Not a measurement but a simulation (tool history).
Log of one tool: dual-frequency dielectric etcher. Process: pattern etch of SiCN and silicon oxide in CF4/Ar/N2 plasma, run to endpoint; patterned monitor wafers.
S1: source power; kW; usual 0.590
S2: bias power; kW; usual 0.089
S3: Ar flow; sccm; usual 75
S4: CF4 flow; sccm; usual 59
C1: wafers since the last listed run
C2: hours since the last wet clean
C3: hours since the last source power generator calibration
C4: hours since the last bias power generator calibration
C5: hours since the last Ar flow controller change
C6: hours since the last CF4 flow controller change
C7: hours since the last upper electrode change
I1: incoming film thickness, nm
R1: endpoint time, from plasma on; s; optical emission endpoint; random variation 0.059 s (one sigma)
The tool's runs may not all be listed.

Run 1, hour 0.0: usual settings but S4 53 sccm; C1 0; C2 482.1; C3 3144.4; C4 1022.4; C5 3885.8; C6 5505.6; C7 3674.0; I1 14.22. Result: R1 11.7 s.
At hour 113.2: wet clean of the chamber.
Run 2, hour 113.7: usual settings but S1 0.520 kW; C1 1649; C2 0.5; C3 3258.1; C4 1136.1; C5 3999.5; C6 5619.3; C7 3787.7; I1 13.94. Result: R1 12.4 s.
Run 3, hour 333.1: usual settings but S1 0.520 kW; C1 4034; C2 219.9; C3 3477.5; C4 1355.5; C5 4218.9; C6 5838.7; C7 4007.1; I1 14.08. Result: R1 12.5 s.
At hour 342.8: CF4 flow controller replaced.
At hour 378.0: upper electrode replaced.
Run 4, hour 435.4: usual settings but S1 0.680 kW; C1 1329; C2 322.2; C3 3579.8; C4 1457.8; C5 4321.2; C6 92.6; C7 57.4; I1 14.22. Result: R1 10.3 s.
Run 5, hour 508.8: usual settings; C1 1349; C2 395.6; C3 3653.2; C4 1531.2; C5 4394.6; C6 166.0; C7 130.8; I1 14.10. Result: R1 11.4 s.
Run 6, hour 612.8: usual settings; C1 1912; C2 499.6; C3 3757.2; C4 1635.2; C5 4498.6; C6 270.0; C7 234.8; I1 14.10. Result: R1 11.3 s.
At hour 679.8: wet clean of the chamber.
Run 7, hour 687.8: usual settings but S3 62 sccm; C1 937; C2 8.0; C3 3832.2; C4 1710.2; C5 4573.6; C6 345.0; C7 309.8; I1 14.08. Result: R1 11.2 s.
Run 8, hour 772.7: usual settings but S3 62 sccm; C1 1561; C2 92.9; C3 3917.1; C4 1795.1; C5 4658.5; C6 429.9; C7 394.7; I1 14.08. Result: R1 11.0 s.
Run 9, hour 879.2: usual settings but S3 80 sccm, S4 62 sccm; C1 1958; C2 199.4; C3 4023.6; C4 1901.6; C5 4765.0; C6 536.4; C7 501.2; I1 13.95. Result: R1 11.2 s.
Run 10, hour 917.7: usual settings but S2 0.078 kW, S4 65 sccm; C1 708; C2 237.9; C3 4062.1; C4 1940.1; C5 4803.5; C6 574.9; C7 539.7; I1 14.15. Result: R1 11.6 s.
At hour 945.1: source power generator calibrated.
Run 11, hour 1001.2: usual settings but S1 0.670 kW, S3 93 sccm, S4 70 sccm; C1 1461; C2 321.4; C3 56.1; C4 2023.6; C5 4887.0; C6 658.4; C7 623.2; I1 14.22. Result: R1 10.4 s.
Run 12, hour 1100.2: usual settings; C1 1820; C2 420.4; C3 155.1; C4 2122.6; C5 4986.0; C6 757.4; C7 722.2; I1 13.97. Result: R1 11.2 s.
At hour 1118.3: bias power generator calibrated.
Run 13, hour 1189.5: usual settings but S4 47 sccm; C1 1568; C2 509.7; C3 244.4; C4 71.2; C5 5075.3; C6 846.7; C7 811.5; I1 14.23. Result: R1 11.7 s.
At hour 1226.3: wet clean of the chamber.
Run 14, hour 1239.0: usual settings but S2 0.108 kW; C1 468; C2 12.7; C3 293.9; C4 120.7; C5 5124.8; C6 896.2; C7 861.0; I1 14.11. Result: R1 10.9 s.
At hour 1300.8: Ar flow controller replaced.
Run 15, hour 1305.9: usual settings but S2 0.095 kW, S4 52 sccm; C1 1119; C2 79.6; C3 360.8; C4 187.6; C5 5.1; C6 963.1; C7 927.9; I1 14.12. Result: R1 11.4 s.
Run 16, hour 1381.3: usual settings but S2 0.104 kW, S4 66 sccm; C1 1386; C2 155.0; C3 436.2; C4 263.0; C5 80.5; C6 1038.5; C7 1003.3; I1 13.99. Result: R1 10.7 s.
Run 17, hour 1452.1: usual settings; C1 1302; C2 225.8; C3 507.0; C4 333.8; C5 151.3; C6 1109.3; C7 1074.1; I1 14.01. Result: R1 11.2 s.
Run 18, hour 1523.3: usual settings but S1 0.500 kW, S4 65 sccm; C1 1309; C2 297.0; C3 578.2; C4 405.0; C5 222.5; C6 1180.5; C7 1145.3; I1 14.18. Result: R1 12.8 s.
Run 19, hour 1572.4: usual settings but S2 0.077 kW; C1 902; C2 346.1; C3 627.3; C4 454.1; C5 271.6; C6 1229.6; C7 1194.4; I1 14.08. Result: R1 11.6 s.
Run 20, hour 1643.0: usual settings; C1 1298; C2 416.7; C3 697.9; C4 524.7; C5 342.2; C6 1300.2; C7 1265.0; I1 14.15. Result: R1 11.3 s.
Run 21, hour 1707.5: usual settings; C1 1186; C2 481.2; C3 762.4; C4 589.2; C5 406.7; C6 1364.7; C7 1329.5; I1 14.15. Result: R1 11.2 s.
At hour 1852.4: wet clean of the chamber.
Run 22, hour 1957.5: usual settings but S1 0.450 kW, S2 0.077 kW, S3 92 sccm, S4 50 sccm; C1 4156; C2 105.1; C3 1012.4; C4 839.2; C5 656.7; C6 1614.7; C7 1579.5; I1 14.13. Result: R1 15.0 s.
Run 23, hour 2046.8: usual settings but S1 0.640 kW, S2 0.073 kW, S3 83 sccm, S4 63 sccm; C1 1642; C2 194.4; C3 1101.7; C4 928.5; C5 746.0; C6 1704.0; C7 1668.8; I1 14.07. Result: R1 11.1 s.
Run 24, hour 2279.6: usual settings but S1 0.650 kW, S2 0.103 kW, S3 85 sccm, S4 71 sccm; C1 4281; C2 427.2; C3 1334.5; C4 1161.3; C5 978.8; C6 1936.8; C7 1901.6; I1 14.14. Result: R1 10.0 s.

4 ways to go on from here, each from the tool as it stands after run 24. What would each give?
Run A, hour 2280.0: usual settings but S4 70 sccm; C1 7; C2 427.6; C3 1334.9; C4 1161.7; C5 979.2; C6 1937.2; C7 1902.0; I1 14.05. Result: R1 ?.
Run B, hour 2280.0: usual settings but S1 0.470 kW, S2 0.080 kW, S4 54 sccm; C1 7; C2 427.6; C3 1334.9; C4 1161.7; C5 979.2; C6 1937.2; C7 1902.0; I1 14.05. Result: R1 ?.
Run C, hour 2280.0: usual settings but S1 0.660 kW, S2 0.103 kW, S4 51 sccm; C1 7; C2 427.6; C3 1334.9; C4 1161.7; C5 979.2; C6 1937.2; C7 1902.0; I1 14.05. Result: R1 ?.
Run D, hour 2280.0: usual settings but S2 0.103 kW, S3 86 sccm; C1 7; C2 427.6; C3 1334.9; C4 1161.7; C5 979.2; C6 1937.2; C7 1902.0; I1 14.05. Result: R1 ?.

run    R1
  A  11.0
  B  13.8
  C  10.1
  D  11.0
Without the tool's hidden state the same runs would have given:
run    R1
  A  11.0
  B  13.8
  C  10.1
  D  11.0
